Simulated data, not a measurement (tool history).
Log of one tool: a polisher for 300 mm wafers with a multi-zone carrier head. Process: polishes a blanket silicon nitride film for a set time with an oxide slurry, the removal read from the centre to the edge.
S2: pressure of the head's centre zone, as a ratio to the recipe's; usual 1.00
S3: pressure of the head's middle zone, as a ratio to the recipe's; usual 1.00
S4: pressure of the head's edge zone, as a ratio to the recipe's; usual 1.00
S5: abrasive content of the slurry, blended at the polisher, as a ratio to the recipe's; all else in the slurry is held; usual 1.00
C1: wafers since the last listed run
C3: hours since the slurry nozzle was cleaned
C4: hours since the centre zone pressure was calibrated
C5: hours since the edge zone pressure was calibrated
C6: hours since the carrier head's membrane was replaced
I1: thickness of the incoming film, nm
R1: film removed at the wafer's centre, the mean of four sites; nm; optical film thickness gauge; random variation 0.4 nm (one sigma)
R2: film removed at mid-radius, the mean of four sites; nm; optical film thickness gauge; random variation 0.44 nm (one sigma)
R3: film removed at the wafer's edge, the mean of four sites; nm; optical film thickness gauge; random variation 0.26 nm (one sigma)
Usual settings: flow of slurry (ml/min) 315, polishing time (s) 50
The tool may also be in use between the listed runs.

run 1 hour=0.0 | flow_of_slurry_(ml/min)=315 S2=1.00 S3=1.00 S4=1.00 S5=1.00 polishing_time_(s)=50 | C1=0 wafers_polished_on_this_pad=1827 C3=172.1 C4=300.4 C5=289.3 C6=1127.9 | I1=273.0 | R1=33.8 R2=36.0 R3=35.5
-- hour=16.6 worn pad replaced by a new one
run 2 hour=40.8 | flow_of_slurry_(ml/min)=315 S2=1.00 S3=1.00 S4=1.00 S5=1.00 polishing_time_(s)=50 | C1=357 wafers_polished_on_this_pad=235 C3=212.9 C4=341.2 C5=330.1 C6=1168.7 | I1=267.5 | R1=36.8 R2=38.0 R3=38.8
-- hour=60.8 edge zone pressure recalibrated
run 3 hour=108.1 | flow_of_slurry_(ml/min)=315 S2=1.00 S3=1.00 S4=1.00 S5=1.00 polishing_time_(s)=50 | C1=633 wafers_polished_on_this_pad=869 C3=280.2 C4=408.5 C5=47.3 C6=1236.0 | I1=274.2 | R1=35.5 R2=36.8 R3=37.1
run 4 hour=172.2 | flow_of_slurry_(ml/min)=315 S2=1.00 S3=1.00 S4=0.95 S5=1.00 polishing_time_(s)=50 | C1=622 wafers_polished_on_this_pad=1491 C3=344.3 C4=472.6 C5=111.4 C6=1300.1 | I1=272.3 | R1=33.2 R2=35.8 R3=35.4
-- hour=187.9 worn pad replaced by a new one
run 5 hour=198.3 | flow_of_slurry_(ml/min)=315 S2=1.00 S3=1.00 S4=1.00 S5=1.00 polishing_time_(s)=50 | C1=214 wafers_polished_on_this_pad=100 C3=370.4 C4=498.7 C5=137.5 C6=1326.2 | I1=269.5 | R1=36.0 R2=38.5 R3=39.1
run 6 hour=265.3 | flow_of_slurry_(ml/min)=315 S2=1.00 S3=1.00 S4=1.00 S5=1.00 polishing_time_(s)=60 | C1=650 wafers_polished_on_this_pad=751 C3=437.4 C4=565.7 C5=204.5 C6=1393.2 | I1=271.1 | R1=41.5 R2=43.9 R3=45.7
run 7 hour=302.9 | flow_of_slurry_(ml/min)=315 S2=1.00 S3=1.00 S4=1.00 S5=1.00 polishing_time_(s)=60 | C1=364 wafers_polished_on_this_pad=1116 C3=475.0 C4=603.3 C5=242.1 C6=1430.8 | I1=266.9 | R1=40.4 R2=43.0 R3=44.4
run 8 hour=334.2 | flow_of_slurry_(ml/min)=315 S2=1.00 S3=1.00 S4=1.00 S5=1.00 polishing_time_(s)=50 | C1=303 wafers_polished_on_this_pad=1419 C3=506.3 C4=634.6 C5=273.4 C6=1462.1 | I1=273.4 | R1=33.2 R2=35.8 R3=36.4
-- hour=346.1 carrier head's membrane replaced by a new one
-- hour=391.8 worn pad replaced by a new one
run 9 hour=396.8 | flow_of_slurry_(ml/min)=315 S2=1.00 S3=1.00 S4=1.00 S5=1.00 polishing_time_(s)=50 | C1=520 wafers_polished_on_this_pad=48 C3=568.9 C4=697.2 C5=336.0 C6=50.7 | I1=275.1 | R1=36.4 R2=39.9 R3=39.2
run 10 hour=425.9 | flow_of_slurry_(ml/min)=315 S2=1.00 S3=1.00 S4=1.00 S5=1.00 polishing_time_(s)=50 | C1=282 wafers_polished_on_this_pad=331 C3=598.0 C4=726.3 C5=365.1 C6=79.8 | I1=270.0 | R1=36.0 R2=38.7 R3=39.1
-- hour=479.0 edge zone pressure recalibrated
run 11 hour=479.5 | flow_of_slurry_(ml/min)=315 S2=1.00 S3=1.09 S4=1.00 S5=1.00 polishing_time_(s)=50 | C1=500 wafers_polished_on_this_pad=832 C3=651.6 C4=779.9 C5=0.5 C6=133.4 | I1=267.0 | R1=34.7 R2=40.9 R3=37.8
run 12 hour=544.3 | flow_of_slurry_(ml/min)=315 S2=1.08 S3=1.00 S4=1.07 S5=0.85 polishing_time_(s)=59 | C1=629 wafers_polished_on_this_pad=1461 C3=716.4 C4=844.7 C5=65.3 C6=198.2 | I1=265.0 | R1=39.3 R2=39.4 R3=40.9
-- hour=570.7 worn pad replaced by a new one
run 13 hour=642.8 | flow_of_slurry_(ml/min)=385 S2=1.00 S3=0.97 S4=1.00 S5=0.70 polishing_time_(s)=50 | C1=917 wafers_polished_on_this_pad=699 C3=814.9 C4=943.2 C5=163.8 C6=296.7 | I1=269.9 | R1=29.3 R2=30.8 R3=31.6
-- hour=659.7 slurry nozzle cleaned
run 14 hour=683.5 | flow_of_slurry_(ml/min)=315 S2=1.00 S3=1.00 S4=1.00 S5=1.00 polishing_time_(s)=50 | C1=385 wafers_polished_on_this_pad=1085 C3=23.8 C4=983.9 C5=204.5 C6=337.4 | I1=267.8 | R1=33.9 R2=36.7 R3=36.5
run 15 hour=720.0 | flow_of_slurry_(ml/min)=345 S2=1.00 S3=1.00 S4=1.00 S5=0.85 polishing_time_(s)=50 | C1=354 wafers_polished_on_this_pad=1439 C3=60.3 C4=1020.4 C5=241.0 C6=373.9 | I1=270.1 | R1=30.8 R2=32.6 R3=33.4
-- hour=736.9 centre zone pressure recalibrated
-- hour=755.2 worn pad replaced by a new one
run 16 hour=785.7 | flow_of_slurry_(ml/min)=315 S2=0.89 S3=1.03 S4=1.00 S5=1.00 polishing_time_(s)=50 | C1=579 wafers_polished_on_this_pad=296 C3=126.0 C4=48.8 C5=306.7 C6=439.6 | I1=267.4 | R1=34.8 R2=39.6 R3=38.5

Forecast run 17:
run 17 hour=835.6 | flow_of_slurry_(ml/min)=315 S2=1.00 S3=1.00 S4=1.00 S5=1.00 polishing_time_(s)=50 | C1=484 wafers_polished_on_this_pad=780 C3=175.9 C4=98.7 C5=356.6 C6=489.5 | I1=270.3 | R1=? R2=? R3=?

{"run 17": {"R1": 37.6, "R2": 37.5, "R3": 37.3}}
Without the tool's hidden state the same run would have given R1 40.2 nm, R2 39.4 nm, R3 39.2 nm.
